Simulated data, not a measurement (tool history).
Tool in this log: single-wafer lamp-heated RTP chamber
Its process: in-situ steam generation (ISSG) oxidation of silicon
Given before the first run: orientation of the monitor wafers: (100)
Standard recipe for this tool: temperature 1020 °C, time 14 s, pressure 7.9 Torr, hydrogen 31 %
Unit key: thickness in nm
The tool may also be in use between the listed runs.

run   hour  temperature  time  pressure  hydrogen  wafers since the last listed run  wafers since the last pyrometer calibration  hours since the pressure gauge was zeroed  hours since the hydrogen flow controller was replaced  hours since the gauge calibration  read-back reference wafer on the same gauge, thickness  thickness
  1      0         1020    14       7.9        31                                 0                                         2126                                     1792.4                                                 6893.9                              560.9                                                   4.936      5.427
  2   16.9         1020    14       7.9        31                               214                                         2341                                     1809.3                                                 6910.8                              577.8                                                   4.937       5.49
      29.8  -- pyrometer window cleaned and pyrometer calibrated
  3   40.6         1031    14       7.9        31                               199                                          137                                       1833                                                 6934.5                              601.5                                                   4.935      5.777
      53.8  -- pressure gauge zeroed
  4   54.3         1031    14       7.9        31                                72                                          210                                        0.5                                                 6948.2                              615.2                                                   4.928      5.686
      64.4  -- hydrogen flow controller replaced
  5   79.4         1033    14       7.9        31                               217                                          427                                       25.6                                                     15                              640.3                                                   4.924      5.749
  6  106.9         1033    14       7.9        31                               349                                          777                                       53.1                                                   42.5                              667.8                                                   4.932      5.814
  7  130.6         1033    14       7.9        31                               301                                         1079                                       76.8                                                   66.2                              691.5                                                    4.93      5.755
     152.8  -- gauge calibrated
  8  162.7         1020    17       7.9        31                               408                                         1487                                      108.9                                                   98.3                                9.9                                                   5.061      6.108
  9  194.8         1020    17       7.9        31                               408                                         1895                                        141                                                  130.4                                 42                                                   5.046      6.065
       234  -- pyrometer window cleaned and pyrometer calibrated
 10  272.2         1020    14       7.9        31                               882                                          485                                      218.4                                                  207.8                              119.4                                                   5.002      5.585
 11  297.4         1020    17       8.7        31                               320                                          806                                      243.6                                                    233                              144.6                                                   4.994      5.942
 12  326.5         1002     9       8.7        31                               370                                         1176                                      272.7                                                  262.1                              173.7                                                   4.986      4.199
 13  349.2         1020    14       7.9        31                               288                                         1464                                      295.4                                                  284.8                              196.4                                                   4.987      5.505
 14  375.6         1020    14       7.9        31                               335                                         1800                                      321.8                                                  311.2                              222.8                                                   4.968      5.528
 15  405.4         1020    14       7.9        32                               379                                         2179                                      351.6                                                    341                              252.6                                                   4.961      5.574
 16  421.7         1027    14       7.9        31                               207                                         2387                                      367.9                                                  357.3                              268.9                                                   4.968      5.625
 17  437.6         1020    10       7.9        31                               202                                         2589                                      383.8                                                  373.2                              284.8                                                   4.955      4.719
 18  452.8         1027    14       7.9        26                               193                                         2782                                        399                                                  388.4                                300                                                   4.953       5.37
     474.4  -- pyrometer window cleaned and pyrometer calibrated
 19  528.6         1020    14       7.9        31                               862                                          689                                      474.8                                                  464.2                              375.8                                                   4.948      5.505
 20  554.7         1015    16       7.9        24                               331                                         1021                                      500.9                                                  490.3                              401.9                                                   4.938       5.26
 21  581.9         1020     9       6.9        24                               345                                         1367                                      528.1                                                  517.5                              429.1                                                   4.932      4.142
 22  606.7         1020    14       9.4        31                               315                                         1683                                      552.9                                                  542.3                              453.9                                                   4.939      5.369
 23  627.6         1020    14       7.9        31                               265                                         1949                                      573.8                                                  563.2                              474.8                                                   4.936       5.45
 24  659.1         1020    14       6.9        31                               400                                         2349                                      605.3                                                  594.7                              506.3                                                   4.928      5.437
     675.9  -- pyrometer window cleaned and pyrometer calibrated
 25  693.5         1020    18       7.3        31                               335                                          223                                      639.7                                                  629.1                              540.7                                                   4.932      6.142
 26  714.9         1020     9       7.9        31                               272                                          496                                      661.1                                                  650.5                              562.1                                                    4.93      4.504
 27  744.8         1020    19       7.9        31                               380                                          876                                        691                                                  680.4                                592                                                   4.926      6.231
 28  769.5         1030    14       7.9        31                               314                                         1190                                      715.7                                                  705.1                              616.7                                                    4.92      5.731
 29  793.6         1031    14       7.9        31                               306                                         1497                                      739.8                                                  729.2                              640.8                                                   4.926      5.696
 30  820.1         1020    16         7        31                               337                                         1834                                      766.3                                                  755.7                              667.3                                                   4.915      5.758

Had the tool no unlogged condition, and each run kept its random variation, what would the results have been?
The hidden state here: true wafer temperature minus pyrometer reading, K; true pressure minus gauge reading, Torr; deviation of the hydrogen flow from its setpoint, %; gauge reads high (%).
run  thickness
  1      5.588
  2      5.655
  3      5.952
  4      5.859
  5      5.926
  6      5.995
  7      5.935
  8       6.13
  9       6.11
 10      5.667
 11       6.04
 12      4.277
 13      5.615
 14      5.647
 15      5.702
 16      5.758
 17      4.834
 18      5.504
 19      5.657
 20       5.41
 21      4.262
 22      5.528
 23      5.614
 24      5.604
 25      6.334
 26      4.646
 27       6.43
 28      5.916
 29      5.881
 30      5.946
